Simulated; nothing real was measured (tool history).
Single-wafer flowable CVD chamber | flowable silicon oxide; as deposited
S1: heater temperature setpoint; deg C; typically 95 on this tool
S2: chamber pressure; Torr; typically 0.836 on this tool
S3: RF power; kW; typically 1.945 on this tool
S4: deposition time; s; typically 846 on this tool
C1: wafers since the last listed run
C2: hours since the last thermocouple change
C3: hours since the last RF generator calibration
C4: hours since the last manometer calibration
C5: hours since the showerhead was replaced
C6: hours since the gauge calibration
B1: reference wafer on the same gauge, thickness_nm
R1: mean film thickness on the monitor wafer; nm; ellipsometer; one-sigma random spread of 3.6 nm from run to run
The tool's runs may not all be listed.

| run | day | S1 | S2 | S3 | S4 | C1 | C2 | C3 | C4 | C5 | C6 | B1 | R1 |
|---|---|---|---|---|---|---|---|---|---|---|---|---|---|
| 1 | 0 | 95 | 0.836 | 1.945 | 909 | 0 | 631.4 | 39.9 | 1477.9 | 7332.2 | 1038 | 684.422 | 731.914 |
| 2 | 1.188 | 95 | 0.836 | 1.945 | 791 | 51 | 659.9 | 68.4 | 1506.4 | 7360.7 | 1066.5 | 684.078 | 638.682 |
| 3 | 2.746 | 95 | 0.836 | 1.945 | 846 | 67 | 697.3 | 105.8 | 1543.8 | 7398.1 | 1103.9 | 684.361 | 676.19 |
| 4 | 4.312 | 95 | 0.836 | 1.945 | 846 | 67 | 734.9 | 143.4 | 1581.4 | 7435.7 | 1141.5 | 684.487 | 674.373 |
| 5 | 5.683 | 95 | 0.836 | 1.945 | 846 | 59 | 767.8 | 176.3 | 1614.3 | 7468.6 | 1174.4 | 683.545 | 675.602 |
|  | 7.9 | gauge calibrated |
| 6 | 8.3 | 95 | 0.836 | 1.945 | 846 | 113 | 830.6 | 239.1 | 1677.1 | 7531.4 | 9.6 | 683.559 | 674.702 |
| 7 | 14.142 | 95 | 0.836 | 1.945 | 924 | 252 | 970.8 | 379.3 | 1817.3 | 7671.6 | 149.8 | 683.772 | 727.762 |
|  | 16.529 | showerhead replaced |
| 8 | 16.55 | 95 | 0.836 | 1.945 | 846 | 89 | 1028.6 | 437.1 | 1875.1 | 0.5 | 207.6 | 683.955 | 672.739 |
| 9 | 18.4 | 106 | 0.643 | 1.805 | 846 | 79 | 1073 | 481.5 | 1919.5 | 44.9 | 252 | 683.87 | 348.063 |
| 10 | 19.804 | 108 | 0.836 | 1.57 | 846 | 60 | 1106.7 | 515.2 | 1953.2 | 78.6 | 285.7 | 683.777 | 395.173 |
| 11 | 21.046 | 87 | 0.705 | 1.945 | 846 | 53 | 1136.5 | 545 | 1983 | 108.4 | 315.5 | 683.457 | 721.798 |
|  | 22.571 | thermocouple changed; heater temperature recalibrated |
| 12 | 23.133 | 86 | 0.703 | 1.79 | 720 | 75 | 13.5 | 595.1 | 2033.1 | 158.5 | 365.6 | 684.802 | 590.006 |
| 13 | 24.279 | 95 | 0.646 | 2.055 | 978 | 49 | 41 | 622.6 | 2060.6 | 186 | 393.1 | 684.343 | 578.802 |
| 14 | 26.75 | 95 | 0.836 | 1.945 | 846 | 106 | 100.3 | 681.9 | 2119.9 | 245.3 | 452.4 | 683.408 | 632.747 |
|  | 27.788 | capacitance manometer re-zeroed and calibrated |
| 15 | 29.7 | 95 | 0.836 | 1.945 | 1000 | 113 | 171.1 | 752.7 | 45.9 | 316.1 | 523.2 | 683.945 | 755.607 |
| 16 | 32.671 | 87 | 0.836 | 1.945 | 735 | 128 | 242.4 | 824 | 117.2 | 387.4 | 594.5 | 683.981 | 707.698 |
|  | 35.392 | RF generator calibrated |
| 17 | 35.412 | 95 | 0.836 | 1.945 | 846 | 104 | 308.2 | 0.5 | 183 | 453.2 | 660.3 | 684.159 | 626.862 |
| 18 | 36.592 | 95 | 0.836 | 1.945 | 846 | 50 | 336.5 | 28.8 | 211.3 | 481.5 | 688.6 | 684.001 | 625.868 |
| 19 | 37.742 | 95 | 0.659 | 1.945 | 846 | 49 | 364.1 | 56.4 | 238.9 | 509.1 | 716.2 | 683.955 | 489.775 |
|  | 39.096 | thermocouple changed; heater temperature recalibrated, repeated, since the last time left the tool worse |
| 20 | 39.117 | 95 | 0.836 | 1.945 | 846 | 45 | 0.5 | 89.4 | 271.9 | 542.1 | 749.2 | 683.569 | 709.886 |
| 21 | 44.875 | 91 | 0.836 | 1.56 | 846 | 248 | 138.7 | 227.6 | 410.1 | 680.3 | 887.4 | 683.486 | 716.368 |
| 22 | 47.529 | 95 | 0.698 | 1.71 | 846 | 114 | 202.4 | 291.3 | 473.8 | 744 | 951.1 | 683.663 | 554.894 |
| 23 | 49.038 | 103 | 0.836 | 1.945 | 901 | 65 | 238.6 | 327.5 | 510 | 780.2 | 987.3 | 683.937 | 576.965 |
| 24 | 51.229 | 107 | 0.836 | 1.945 | 942 | 94 | 291.2 | 380.1 | 562.6 | 832.8 | 1039.9 | 684.525 | 529.714 |
| 25 | 53.275 | 95 | 0.836 | 1.945 | 846 | 88 | 340.3 | 429.2 | 611.7 | 881.9 | 1089 | 683.88 | 698.224 |
| 26 | 55.462 | 95 | 0.631 | 2.325 | 846 | 94 | 392.8 | 481.7 | 664.2 | 934.4 | 1141.5 | 683.613 | 547.137 |
| 27 | 63.5 | 95 | 0.836 | 1.945 | 846 | 347 | 585.7 | 674.6 | 857.1 | 1127.3 | 1334.4 | 683.03 | 686.038 |

5 options for the next run, each taken on its own from the tool as it stands now. Forecast them:
| A | 63.525 | 95 | 0.836 | 1.945 | 783 | 1 | 586.3 | 675.2 | 857.7 | 1127.9 | 1335 | ? | ? |
| B | 63.525 | 95 | 0.836 | 2.31 | 972 | 1 | 586.3 | 675.2 | 857.7 | 1127.9 | 1335 | ? | ? |
| C | 63.525 | 95 | 0.636 | 2.275 | 990 | 1 | 586.3 | 675.2 | 857.7 | 1127.9 | 1335 | ? | ? |
| D | 63.525 | 95 | 0.635 | 1.945 | 846 | 1 | 586.3 | 675.2 | 857.7 | 1127.9 | 1335 | ? | ? |
| E | 63.525 | 95 | 0.836 | 2.2 | 846 | 1 | 586.3 | 675.2 | 857.7 | 1127.9 | 1335 | ? | ? |

| run | B1 | R1 |
|---|---|---|
| A | 683.934 | 636.162 |
| B | 683.934 | 824.688 |
| C | 683.934 | 636.55 |
| D | 683.934 | 521.733 |
| E | 683.934 | 710.486 |
Without the tool's hidden state the same runs would have given:
| run | R1 |
|---|---|
| A | 655.675 |
| B | 849.983 |
| C | 656.075 |
| D | 537.736 |
| E | 732.279 |
